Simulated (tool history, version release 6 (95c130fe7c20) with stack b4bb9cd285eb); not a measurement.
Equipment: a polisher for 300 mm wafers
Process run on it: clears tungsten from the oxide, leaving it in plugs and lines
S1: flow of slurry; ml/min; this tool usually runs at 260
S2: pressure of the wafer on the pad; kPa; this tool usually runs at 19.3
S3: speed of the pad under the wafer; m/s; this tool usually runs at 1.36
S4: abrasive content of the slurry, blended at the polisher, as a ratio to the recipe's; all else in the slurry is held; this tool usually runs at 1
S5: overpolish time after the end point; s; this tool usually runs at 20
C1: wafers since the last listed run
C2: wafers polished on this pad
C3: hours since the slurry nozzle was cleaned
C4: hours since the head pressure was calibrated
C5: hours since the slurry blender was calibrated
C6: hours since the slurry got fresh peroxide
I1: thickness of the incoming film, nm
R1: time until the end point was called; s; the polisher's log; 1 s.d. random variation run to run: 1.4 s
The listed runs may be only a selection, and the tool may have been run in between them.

run 1 hour=0 | S1=260 S2=19.3 S3=1.36 S4=1 S5=20 | C1=0 C2=302 C3=214.6 C4=1131.7 C5=183.9 C6=25.1 | I1=456 | R1=92
-- hour=4 slurry nozzle cleaned
run 2 hour=12.6 | S1=260 S2=19.3 S3=1.36 S4=1 S5=20 | C1=103 C2=406 C3=8.6 C4=1144.3 C5=196.5 C6=37.7 | I1=460.3 | R1=92.6
run 3 hour=20 | S1=260 S2=19.3 S3=1.36 S4=1 S5=20 | C1=66 C2=472 C3=16 C4=1151.7 C5=203.9 C6=45.1 | I1=453.3 | R1=91.2
-- hour=29.9 head pressure recalibrated
run 4 hour=36.5 | S1=260 S2=19.3 S3=1.56 S4=1 S5=20 | C1=129 C2=602 C3=32.5 C4=6.6 C5=220.4 C6=61.6 | I1=464.8 | R1=88.5
run 5 hour=46.7 | S1=260 S2=19.3 S3=1.56 S4=1 S5=20 | C1=91 C2=693 C3=42.7 C4=16.8 C5=230.6 C6=71.8 | I1=462.5 | R1=88.2
run 6 hour=61 | S1=325 S2=19.3 S3=1.36 S4=1 S5=8 | C1=127 C2=821 C3=57 C4=31.1 C5=244.9 C6=86.1 | I1=460.4 | R1=93.1
-- hour=68.3 slurry blender recalibrated
run 7 hour=77 | S1=260 S2=19.3 S3=1.36 S4=0.9 S5=20 | C1=125 C2=946 C3=73 C4=47.1 C5=8.7 C6=102.1 | I1=459.9 | R1=91.1
run 8 hour=93.1 | S1=260 S2=19.3 S3=1.36 S4=1 S5=20 | C1=143 C2=1090 C3=89.1 C4=63.2 C5=24.8 C6=118.2 | I1=460.3 | R1=86.2
-- hour=97.9 worn pad replaced by a new one
-- hour=101 slurry tank refilled with fresh slurry and peroxide
run 9 hour=101.5 | S1=260 S2=19.3 S3=1.36 S4=1 S5=20 | C1=30 C2=23 C3=97.5 C4=71.6 C5=33.2 C6=0.5 | I1=459.9 | R1=90.2
run 10 hour=113.9 | S1=260 S2=13.1 S3=0.9 S4=1.2 S5=29 | C1=110 C2=134 C3=109.9 C4=84 C5=45.6 C6=12.9 | I1=452.9 | R1=158.9
run 11 hour=129.2 | S1=220 S2=14.5 S3=1.36 S4=1 S5=26 | C1=136 C2=271 C3=125.2 C4=99.3 C5=60.9 C6=28.2 | I1=453.8 | R1=116.5
run 12 hour=138.5 | S1=260 S2=23.4 S3=1.36 S4=1 S5=26 | C1=83 C2=354 C3=134.5 C4=108.6 C5=70.2 C6=37.5 | I1=463.5 | R1=75.2
run 13 hour=148.7 | S1=260 S2=15.9 S3=1.7 S4=1 S5=20 | C1=91 C2=445 C3=144.7 C4=118.8 C5=80.4 C6=47.7 | I1=455.7 | R1=93.3
run 14 hour=156.5 | S1=260 S2=19.3 S3=1.04 S4=0.8 S5=28 | C1=69 C2=515 C3=152.5 C4=126.6 C5=88.2 C6=55.5 | I1=456 | R1=111.1
run 15 hour=173 | S1=310 S2=13.8 S3=1.36 S4=1 S5=20 | C1=147 C2=662 C3=169 C4=143.1 C5=104.7 C6=72 | I1=457.3 | R1=124.9
-- hour=179.2 slurry nozzle cleaned
run 16 hour=190.5 | S1=315 S2=19.3 S3=1.36 S4=1.3 S5=20 | C1=147 C2=810 C3=11.3 C4=160.6 C5=122.2 C6=89.5 | I1=463.6 | R1=85.5
run 17 hour=207.8 | S1=260 S2=19.3 S3=1.36 S4=1 S5=20 | C1=154 C2=964 C3=28.6 C4=177.9 C5=139.5 C6=106.8 | I1=461.1 | R1=91.4
-- hour=210.6 slurry tank refilled with fresh slurry and peroxide
run 18 hour=218.4 | S1=260 S2=19.3 S3=1.36 S4=1 S5=20 | C1=85 C2=1050 C3=39.2 C4=188.5 C5=150.1 C6=7.8 | I1=462.8 | R1=93.4
-- hour=233.2 worn pad replaced by a new one
run 19 hour=236.2 | S1=260 S2=19.3 S3=1.36 S4=1 S5=20 | C1=123 C2=27 C3=57 C4=206.3 C5=167.9 C6=25.6 | I1=460.4 | R1=95.2
run 20 hour=248.6 | S1=260 S2=19.3 S3=1.36 S4=1 S5=14 | C1=110 C2=138 C3=69.4 C4=218.7 C5=180.3 C6=38 | I1=454.8 | R1=89.5
run 21 hour=258.2 | S1=315 S2=15.2 S3=1.36 S4=1.1 S5=27 | C1=85 C2=223 C3=79 C4=228.3 C5=189.9 C6=47.6 | I1=461.1 | R1=113.1
-- hour=275.1 slurry blender recalibrated
run 22 hour=275.6 | S1=300 S2=19.3 S3=1.36 S4=1.1 S5=20 | C1=137 C2=361 C3=96.4 C4=245.7 C5=0.5 C6=65 | I1=456.1 | R1=85.7
run 23 hour=291.8 | S1=215 S2=19.3 S3=1.06 S4=1.15 S5=27 | C1=144 C2=506 C3=112.6 C4=261.9 C5=16.7 C6=81.2 | I1=456.7 | R1=101.7
run 24 hour=306.3 | S1=260 S2=19.3 S3=1.36 S4=1 S5=20 | C1=129 C2=635 C3=127.1 C4=276.4 C5=31.2 C6=95.7 | I1=451.5 | R1=88
run 25 hour=314.8 | S1=285 S2=19.3 S3=1.36 S4=1.1 S5=13 | C1=75 C2=711 C3=135.6 C4=284.9 C5=39.7 C6=104.2 | I1=462.3 | R1=85.6

Below are 5 alternative next runs, each starting from the tool's condition after run 25. Predict each:
run A hour=315.3 | S1=260 S2=19.3 S3=1.36 S4=1.2 S5=20 | C1=4 C2=716 C3=136.1 C4=285.4 C5=40.2 C6=104.7 | I1=464.5 | R1=?
run B hour=315.3 | S1=260 S2=25.5 S3=1.66 S4=0.9 S5=29 | C1=4 C2=716 C3=136.1 C4=285.4 C5=40.2 C6=104.7 | I1=464.5 | R1=?
run C hour=315.3 | S1=260 S2=19.3 S3=0.98 S4=1 S5=20 | C1=4 C2=716 C3=136.1 C4=285.4 C5=40.2 C6=104.7 | I1=464.5 | R1=?
run D hour=315.3 | S1=260 S2=13.8 S3=1.36 S4=1 S5=28 | C1=4 C2=716 C3=136.1 C4=285.4 C5=40.2 C6=104.7 | I1=464.5 | R1=?
run E hour=315.3 | S1=175 S2=19.3 S3=1.36 S4=1 S5=20 | C1=4 C2=716 C3=136.1 C4=285.4 C5=40.2 C6=104.7 | I1=464.5 | R1=?

run=A R1=86.4
run=B R1=60.1
run=C R1=109.9
run=D R1=125.1
run=E R1=91.8
Had the tool no hidden state, the same runs would have come out as:
run=A R1=84.9
run=B R1=59.1
run=C R1=108
run=D R1=123
run=E R1=90.3

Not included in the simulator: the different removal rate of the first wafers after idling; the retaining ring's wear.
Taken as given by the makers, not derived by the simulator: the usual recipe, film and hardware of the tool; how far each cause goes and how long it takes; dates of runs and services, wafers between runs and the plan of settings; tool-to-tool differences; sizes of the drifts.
